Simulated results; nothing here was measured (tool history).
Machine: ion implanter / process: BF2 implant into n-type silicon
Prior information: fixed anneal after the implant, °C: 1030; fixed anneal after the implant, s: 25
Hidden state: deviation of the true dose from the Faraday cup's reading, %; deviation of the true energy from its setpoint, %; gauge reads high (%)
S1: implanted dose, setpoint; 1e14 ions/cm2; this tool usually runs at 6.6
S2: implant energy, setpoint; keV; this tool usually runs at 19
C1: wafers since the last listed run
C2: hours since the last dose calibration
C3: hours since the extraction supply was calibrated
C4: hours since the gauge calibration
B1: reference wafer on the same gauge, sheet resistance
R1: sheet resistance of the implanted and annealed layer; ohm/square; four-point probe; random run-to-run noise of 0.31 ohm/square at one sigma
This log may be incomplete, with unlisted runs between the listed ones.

| run | hour | S1 | S2 | C1 | C2 | C3 | C4 | B1 | R1 |
|---|---|---|---|---|---|---|---|---|---|
| 1 | 0 | 6.6 | 20.5 | 0 | 596.2 | 4498 | 10.3 | 233 | 199.97 |
| 2 | 84.8 | 6.6 | 20.5 | 811 | 681 | 4582.8 | 95.1 | 233 | 199.85 |
| 3 | 177.7 | 7.02 | 19 | 889 | 773.9 | 4675.7 | 188 | 232.98 | 193.84 |
| 4 | 228.5 | 7.02 | 19 | 486 | 824.7 | 4726.5 | 238.8 | 233.02 | 193.91 |
| 5 | 278 | 7.02 | 19 | 473 | 874.2 | 4776 | 288.3 | 232.99 | 193.02 |
| 6 | 372.2 | 7.64 | 21.5 | 901 | 968.4 | 4870.2 | 382.5 | 233.05 | 177.64 |
| 7 | 433.5 | 7.64 | 21.5 | 586 | 1029.7 | 4931.5 | 443.8 | 233.08 | 177.64 |
| 8 | 469.9 | 6.6 | 15.5 | 348 | 1066.1 | 4967.9 | 480.2 | 233.02 | 210.24 |
| 9 | 507.2 | 6.6 | 16.5 | 357 | 1103.4 | 5005.2 | 517.5 | 232.97 | 207.12 |
| 10 | 573.7 | 6.6 | 16.5 | 636 | 1169.9 | 5071.7 | 584 | 233.04 | 206.51 |
| 11 | 675.1 | 6.6 | 19 | 970 | 1271.3 | 5173.1 | 685.4 | 233 | 200.75 |
| 12 | 772.5 | 7.5 | 15.5 | 932 | 1368.7 | 5270.5 | 782.8 | 232.93 | 192.69 |
| 13 | 817.1 | 6.6 | 19 | 426 | 1413.3 | 5315.1 | 827.4 | 233.05 | 200.3 |
|  | 997.3 | Faraday cup replaced and dose calibrated |
|  | 1085.2 | extraction supply calibrated |
|  | 1113.3 | gauge calibrated |
| 14 | 1116.6 | 6.07 | 15.5 | 2713 | 119.3 | 31.4 | 3.3 | 232.96 | 225.7 |
| 15 | 1195.2 | 5.92 | 21.5 | 752 | 197.9 | 110 | 81.9 | 232.98 | 216.68 |
| 16 | 1244.2 | 7.41 | 24 | 468 | 246.9 | 159 | 130.9 | 233.03 | 179.55 |
| 17 | 1342.8 | 8.35 | 21.5 | 943 | 345.5 | 257.6 | 229.5 | 232.95 | 169.36 |
| 18 | 1403 | 5.58 | 21.5 | 576 | 405.7 | 317.8 | 289.7 | 233.08 | 225.96 |
| 19 | 1467.1 | 7.5 | 15.5 | 613 | 469.8 | 381.9 | 353.8 | 233 | 195.23 |
| 20 | 1567.3 | 7.33 | 12.5 | 959 | 570 | 482.1 | 454 | 232.97 | 208.67 |
| 21 | 1719.9 | 4.93 | 12.5 | 1460 | 722.6 | 634.7 | 606.6 | 232.94 | 272.73 |
| 22 | 1768.5 | 6.6 | 19 | 465 | 771.2 | 683.3 | 655.2 | 232.94 | 203.18 |

Some steps in R1 between neighbouring runs. How much of each would the tool show without its hidden state too (settings, what came in, random variation), and how much is left for the hidden state, with any gauge scatter that isn't in both results?
Run 12 -> 13: S1 7.5 -> 6.6, S2 15.5 -> 19. R1 +7.61 ohm/square: hidden state -0.76, all else +8.37.
Run 13 -> 14: S1 6.6 -> 6.07, S2 19 -> 15.5, Faraday cup replaced and dose calibrated, extraction supply calibrated, gauge calibrated. R1 +25.4 ohm/square: hidden state +4, all else +21.4.
Run 20 -> 21: S1 7.33 -> 4.93. R1 +64.06 ohm/square: hidden state -0.64, all else +64.7.
Run 21 -> 22: S1 4.93 -> 6.6, S2 12.5 -> 19. R1 -69.55 ohm/square: hidden state +0.17, all else -69.72.
